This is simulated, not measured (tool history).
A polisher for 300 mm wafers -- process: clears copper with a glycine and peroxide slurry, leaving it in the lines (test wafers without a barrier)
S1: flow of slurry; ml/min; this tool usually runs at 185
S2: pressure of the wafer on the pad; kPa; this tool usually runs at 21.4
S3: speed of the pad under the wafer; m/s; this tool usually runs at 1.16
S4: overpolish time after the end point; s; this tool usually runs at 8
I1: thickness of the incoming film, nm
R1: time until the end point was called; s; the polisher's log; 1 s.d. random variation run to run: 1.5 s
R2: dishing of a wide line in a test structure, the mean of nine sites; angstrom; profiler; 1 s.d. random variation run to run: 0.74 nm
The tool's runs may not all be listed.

| run | hour | S1 | S2 | S3 | S4 | I1 | R1 | R2 |
|---|---|---|---|---|---|---|---|---|
| 1 | 0 | 185 | 21.4 | 1.16 | 7 | 635.7 | 90.1 | 296 |
| 2 | 24.5 | 185 | 21.4 | 1.16 | 7 | 658.4 | 95.5 | 272 |
| 3 | 58.5 | 185 | 21.4 | 1.16 | 8 | 640.5 | 93.7 | 309 |
|  | 63.2 | worn pad replaced by a new one |
| 4 | 88.1 | 185 | 21.4 | 1.16 | 8 | 635.1 | 87.7 | 330 |
| 5 | 108.6 | 185 | 21.4 | 1.16 | 8 | 645.3 | 90.1 | 321 |
| 6 | 144 | 160 | 21.4 | 1.16 | 8 | 645.8 | 96.4 | 312 |
|  | 160.6 | worn pad replaced by a new one |
| 7 | 161.1 | 185 | 21.4 | 1.38 | 8 | 639.3 | 72.6 | 369 |
| 8 | 170.9 | 185 | 21.4 | 1.38 | 8 | 656.5 | 73.4 | 358 |
|  | 194.8 | head pressure recalibrated |
| 9 | 195.6 | 185 | 21.4 | 1.38 | 8 | 651.4 | 79.4 | 339 |
|  | 245.4 | worn pad replaced by a new one |
| 10 | 249.4 | 185 | 21.4 | 1.16 | 8 | 649.4 | 88.3 | 335 |
| 11 | 274.9 | 185 | 24.8 | 1.16 | 10 | 646 | 80.6 | 408 |
| 12 | 300.8 | 220 | 13.8 | 0.94 | 8 | 642 | 152.2 | 218 |
| 13 | 340 | 160 | 21.4 | 1.04 | 8 | 648.9 | 111.7 | 275 |
|  | 350.7 | worn pad replaced by a new one |
|  | 363.6 | slurry nozzle cleaned |
| 14 | 364.6 | 150 | 23.4 | 1.16 | 4 | 646.3 | 83.9 | 204 |
| 15 | 381.8 | 185 | 23.4 | 1.16 | 10 | 640.6 | 83.1 | 382 |
| 16 | 394.8 | 185 | 21.4 | 0.78 | 9 | 642.9 | 129.3 | 280 |
| 17 | 422 | 185 | 21.4 | 0.78 | 9 | 653.8 | 135.8 | 275 |
| 18 | 435.1 | 160 | 21.4 | 1.04 | 8 | 630.7 | 104.2 | 281 |
|  | 452.6 | worn pad replaced by a new one |
| 19 | 456.9 | 185 | 21.4 | 1.02 | 4 | 646.4 | 98.5 | 176 |
| 20 | 477.5 | 185 | 21.4 | 0.78 | 9 | 640 | 124 | 291 |

Table of differences, measured result less the result of that run with no hidden state. Run-to-run variation is the same in both. Gauge scatter possibly is not:
Hidden conditions of the tool in this case: removal rate lost through wear of the pad, %; slurry flow missing at the pad, %; deviation of the head's pressure from its setpoint, %.
| run | R1 | R2 |
|---|---|---|
| 1 | +3.3 | -8 |
| 2 | +6.2 | -13 |
| 3 | +9.5 | -22 |
| 4 | +1.4 | -3 |
| 5 | +3.3 | -8 |
| 6 | +7.2 | -17 |
| 7 | -3.1 | +9 |
| 8 | -2.3 | +6 |
| 9 | +3.6 | -10 |
| 10 | +0.8 | -2 |
| 11 | +3.3 | -9 |
| 12 | +11.1 | -13 |
| 13 | +13.3 | -26 |
| 14 | +1.4 | -3 |
| 15 | +3.1 | -8 |
| 16 | +6.9 | -11 |
| 17 | +11.5 | -19 |
| 18 | +10.2 | -21 |
| 19 | -0.2 | +0 |
| 20 | +2.8 | -5 |
